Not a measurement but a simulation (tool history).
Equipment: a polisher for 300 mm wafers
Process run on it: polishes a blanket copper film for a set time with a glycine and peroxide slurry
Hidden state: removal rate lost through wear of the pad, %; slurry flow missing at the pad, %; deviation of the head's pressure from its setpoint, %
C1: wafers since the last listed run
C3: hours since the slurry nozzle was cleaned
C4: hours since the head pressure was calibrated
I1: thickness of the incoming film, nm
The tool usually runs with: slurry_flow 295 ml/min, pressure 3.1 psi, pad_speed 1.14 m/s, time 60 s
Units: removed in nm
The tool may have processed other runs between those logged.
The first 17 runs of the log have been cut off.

{"run": 18, "hour": 188.5, "slurry_flow": 380, "pressure": 2.2, "pad_speed": 1.14, "time": 71, "C1": 40, "wafers polished on this pad": 324, "C3": 377, "C4": 412.9, "I1": 1153.4, "removed": 365.6}
{"run": 19, "hour": 206.0, "slurry_flow": 295, "pressure": 3.1, "pad_speed": 1.14, "time": 60, "C1": 116, "wafers polished on this pad": 440, "C3": 394.5, "C4": 430.4, "I1": 1129.9, "removed": 390.2}
{"hour": 220.2, "done": "head pressure recalibrated"}
{"run": 20, "hour": 220.7, "slurry_flow": 245, "pressure": 4.1, "pad_speed": 1.14, "time": 39, "C1": 84, "wafers polished on this pad": 524, "C3": 409.2, "C4": 0.5, "I1": 1134.9, "removed": 321.9}
{"hour": 231.0, "done": "worn pad replaced by a new one"}
{"run": 21, "hour": 231.5, "slurry_flow": 295, "pressure": 3.1, "pad_speed": 1, "time": 68, "C1": 45, "wafers polished on this pad": 3, "C3": 420, "C4": 11.3, "I1": 1153, "removed": 466.1}
{"run": 22, "hour": 244.2, "slurry_flow": 295, "pressure": 2.3, "pad_speed": 1.14, "time": 60, "C1": 84, "wafers polished on this pad": 87, "C3": 432.7, "C4": 24, "I1": 1144.6, "removed": 342.4}
{"run": 23, "hour": 251.1, "slurry_flow": 295, "pressure": 3.1, "pad_speed": 1.14, "time": 81, "C1": 45, "wafers polished on this pad": 133, "C3": 439.6, "C4": 30.9, "I1": 1136.2, "removed": 601.9}
{"run": 24, "hour": 260.8, "slurry_flow": 240, "pressure": 2.5, "pad_speed": 1.46, "time": 60, "C1": 64, "wafers polished on this pad": 197, "C3": 449.3, "C4": 40.6, "I1": 1132.3, "removed": 432.8}
{"run": 25, "hour": 273.7, "slurry_flow": 260, "pressure": 3.5, "pad_speed": 1.14, "time": 60, "C1": 85, "wafers polished on this pad": 283, "C3": 462.2, "C4": 53.5, "I1": 1143.9, "removed": 468.2}
{"hour": 280.9, "done": "slurry nozzle cleaned"}
{"run": 26, "hour": 282.2, "slurry_flow": 295, "pressure": 2.3, "pad_speed": 1.46, "time": 60, "C1": 49, "wafers polished on this pad": 332, "C3": 1.3, "C4": 62, "I1": 1150.4, "removed": 397.7}
{"run": 27, "hour": 298.1, "slurry_flow": 295, "pressure": 2.2, "pad_speed": 1.02, "time": 60, "C1": 105, "wafers polished on this pad": 438, "C3": 17.2, "C4": 77.9, "I1": 1158.7, "removed": 280}
{"run": 28, "hour": 314.3, "slurry_flow": 295, "pressure": 3.1, "pad_speed": 1.14, "time": 60, "C1": 107, "wafers polished on this pad": 545, "C3": 33.4, "C4": 94.1, "I1": 1116.1, "removed": 400.5}
{"hour": 327.6, "done": "worn pad replaced by a new one"}
{"run": 29, "hour": 352.3, "slurry_flow": 240, "pressure": 2.8, "pad_speed": 0.86, "time": 60, "C1": 225, "wafers polished on this pad": 163, "C3": 71.4, "C4": 132.1, "I1": 1135.4, "removed": 301.3}
{"run": 30, "hour": 363.7, "slurry_flow": 295, "pressure": 3.1, "pad_speed": 1.14, "time": 60, "C1": 75, "wafers polished on this pad": 239, "C3": 82.8, "C4": 143.5, "I1": 1155.2, "removed": 421.4}
{"run": 31, "hour": 373.1, "slurry_flow": 295, "pressure": 3.1, "pad_speed": 1.14, "time": 60, "C1": 62, "wafers polished on this pad": 301, "C3": 92.2, "C4": 152.9, "I1": 1132.2, "removed": 415.8}
{"run": 32, "hour": 389.2, "slurry_flow": 295, "pressure": 3.1, "pad_speed": 1.28, "time": 71, "C1": 106, "wafers polished on this pad": 408, "C3": 108.3, "C4": 169, "I1": 1161, "removed": 524.6}

Here are 4 independent what-if runs from the current tool condition. What would each one return?
{"run": "A", "hour": 389.6, "slurry_flow": 295, "pressure": 3.1, "pad_speed": 1.14, "time": 40, "C1": 2, "wafers polished on this pad": 411, "C3": 108.7, "C4": 169.4, "I1": 1136.9, "removed": "?"}
{"run": "B", "hour": 389.6, "slurry_flow": 295, "pressure": 3.7, "pad_speed": 1.4, "time": 60, "C1": 2, "wafers polished on this pad": 411, "C3": 108.7, "C4": 169.4, "I1": 1136.9, "removed": "?"}
{"run": "C", "hour": 389.6, "slurry_flow": 225, "pressure": 2.4, "pad_speed": 1.38, "time": 60, "C1": 2, "wafers polished on this pad": 411, "C3": 108.7, "C4": 169.4, "I1": 1136.9, "removed": "?"}
{"run": "D", "hour": 389.6, "slurry_flow": 215, "pressure": 3.1, "pad_speed": 1.14, "time": 60, "C1": 2, "wafers polished on this pad": 411, "C3": 108.7, "C4": 169.4, "I1": 1136.9, "removed": "?"}

run=A removed=265
run=B removed=554.5
run=C removed=364.5
run=D removed=382.5
Without the tool's hidden state the same runs would have given:
run=A removed=305
run=B removed=639.9
run=C removed=419.3
run=D removed=440.3
